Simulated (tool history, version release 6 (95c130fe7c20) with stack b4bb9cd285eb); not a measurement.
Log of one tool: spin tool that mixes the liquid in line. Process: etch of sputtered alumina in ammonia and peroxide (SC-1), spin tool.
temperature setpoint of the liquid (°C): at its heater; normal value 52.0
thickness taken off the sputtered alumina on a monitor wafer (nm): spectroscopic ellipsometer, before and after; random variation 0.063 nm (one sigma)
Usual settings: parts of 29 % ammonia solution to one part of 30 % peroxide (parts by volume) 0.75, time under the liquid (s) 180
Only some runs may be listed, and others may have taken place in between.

| run | hour | temperature setpoint of the liquid (°C) | parts of 29 % ammonia solution to one part of 30 % peroxide (parts by volume) | time under the liquid (s) | wafers since the last listed run | hours since the thermometer was replaced | hours since the ammonia flow meter was replaced | hours since the heated supply line was repaired | hours since the drum of ammonia solution was connected | hours since the gauge calibration | read-back film thickness of the sputtered alumina reference wafer, read on the same gauge (nm) | thickness taken off the sputtered alumina on a monitor wafer (nm) |
|---|---|---|---|---|---|---|---|---|---|---|---|---|
| 1 | 0.0 | 52.0 | 0.65 | 180 | 0 | 2280.2 | 436.8 | 992.7 | 748.6 | 259.3 | 40.01 | 8.80 |
|  | 13.1 | ammonia flow meter replaced |
| 2 | 65.3 | 52.0 | 0.65 | 180 | 524 | 2345.5 | 52.2 | 1058.0 | 813.9 | 324.6 | 40.04 | 8.73 |
| 3 | 119.1 | 52.0 | 0.75 | 180 | 438 | 2399.3 | 106.0 | 1111.8 | 867.7 | 378.4 | 40.07 | 8.72 |
| 4 | 179.3 | 52.0 | 0.75 | 180 | 491 | 2459.5 | 166.2 | 1172.0 | 927.9 | 438.6 | 40.01 | 8.77 |
| 5 | 220.6 | 52.0 | 1.05 | 180 | 336 | 2500.8 | 207.5 | 1213.3 | 969.2 | 479.9 | 40.04 | 9.09 |
| 6 | 249.4 | 52.0 | 0.75 | 135 | 234 | 2529.6 | 236.3 | 1242.1 | 998.0 | 508.7 | 40.01 | 6.52 |
|  | 271.4 | thermometer replaced |
| 7 | 295.1 | 52.0 | 0.75 | 135 | 364 | 23.7 | 282.0 | 1287.8 | 1043.7 | 554.4 | 39.98 | 6.47 |
| 8 | 356.8 | 52.0 | 0.75 | 115 | 503 | 85.4 | 343.7 | 1349.5 | 1105.4 | 616.1 | 40.05 | 5.51 |
| 9 | 401.8 | 58.5 | 0.85 | 135 | 367 | 130.4 | 388.7 | 1394.5 | 1150.4 | 661.1 | 39.99 | 9.35 |
| 10 | 460.6 | 52.0 | 0.75 | 180 | 479 | 189.2 | 447.5 | 1453.3 | 1209.2 | 719.9 | 40.02 | 8.55 |

Run 11 has not been measured yet. What should we expect?
| 11 | 490.5 | 44.0 | 0.40 | 275 | 243 | 219.1 | 477.4 | 1483.2 | 1239.1 | 749.8 | ? | ? |

Run 11 yielded read-back film thickness of the sputtered alumina reference wafer, read on the same gauge (nm) 40.00, thickness taken off the sputtered alumina on a monitor wafer (nm) 7.77.
With no hidden state in the tool, this same run would have given thickness taken off the sputtered alumina on a monitor wafer (nm) 8.79.

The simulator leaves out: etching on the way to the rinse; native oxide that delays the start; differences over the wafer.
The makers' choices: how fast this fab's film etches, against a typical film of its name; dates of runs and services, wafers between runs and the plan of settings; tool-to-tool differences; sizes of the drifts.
